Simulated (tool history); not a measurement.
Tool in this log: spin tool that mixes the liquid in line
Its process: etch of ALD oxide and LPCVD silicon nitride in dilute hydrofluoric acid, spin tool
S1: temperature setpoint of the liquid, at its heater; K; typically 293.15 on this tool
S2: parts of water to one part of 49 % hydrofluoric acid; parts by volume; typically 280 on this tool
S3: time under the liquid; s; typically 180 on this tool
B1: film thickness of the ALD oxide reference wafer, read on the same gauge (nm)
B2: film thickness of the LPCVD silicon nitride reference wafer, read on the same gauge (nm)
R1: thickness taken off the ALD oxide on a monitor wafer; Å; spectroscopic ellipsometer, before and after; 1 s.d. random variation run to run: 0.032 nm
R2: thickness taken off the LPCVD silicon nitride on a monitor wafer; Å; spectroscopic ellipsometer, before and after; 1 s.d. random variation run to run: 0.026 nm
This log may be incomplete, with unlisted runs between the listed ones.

run	hour	S1	S2	S3	B1	B2	R1	R2
1	0	290.15	280	180	59.575	29.794	41.54	2.18
2	40.3	290.15	280	180	59.491	29.743	41.45	1.76
3	69.5	293.15	280	220	59.409	29.698	55.78	3.59
4	114.5	293.15	280	220	59.293	29.674	56.2	3.26
5	173	293.15	280	220	59.172	29.554	55.58	3.15
6	221.6	293.15	185	180	59.036	29.569	75.45	3.9
7	255.1	293.15	185	180	58.971	29.478	75.97	3.63
# hour 286.6: thermometer replaced
# hour 357.6: hydrofluoric acid flow meter replaced
8	385.8	293.15	185	180	58.662	29.286	76.09	3.69
# hour 434.8: gauge calibrated
9	454.5	293.15	280	285	60.03	29.99	74.54	3.99
10	497	290.15	280	235	59.893	29.937	54.69	2.75
11	557.6	293.15	280	180	59.777	29.887	46.85	2.52
12	592.7	293.15	395	180	59.686	29.82	29.8	1.58
13	630.8	293.15	230	280	59.581	29.802	92.25	5.68
14	683.2	291.15	245	240	59.465	29.729	67.31	3.62
15	708.5	293.15	280	180	59.382	29.709	46.01	2.44
16	734.5	295.65	280	180	59.341	29.641	51.21	3.33
17	803.4	293.15	395	180	59.153	29.591	29.55	1.73

Hidden state, per run?
liquid hotter than its thermometer reads (K): 0 across all the runs
hydrofluoric acid flow above the setpoint (%): 0 across all the runs
H1: gauge reads high (%)
run	H1
1	-0.689
2	-0.85
3	-0.967
4	-1.15
5	-1.38
6	-1.57
7	-1.71
8	-2.23
9	0.00995
10	-0.16
11	-0.402
12	-0.543
13	-0.695
14	-0.905
15	-1.01
16	-1.11
17	-1.39

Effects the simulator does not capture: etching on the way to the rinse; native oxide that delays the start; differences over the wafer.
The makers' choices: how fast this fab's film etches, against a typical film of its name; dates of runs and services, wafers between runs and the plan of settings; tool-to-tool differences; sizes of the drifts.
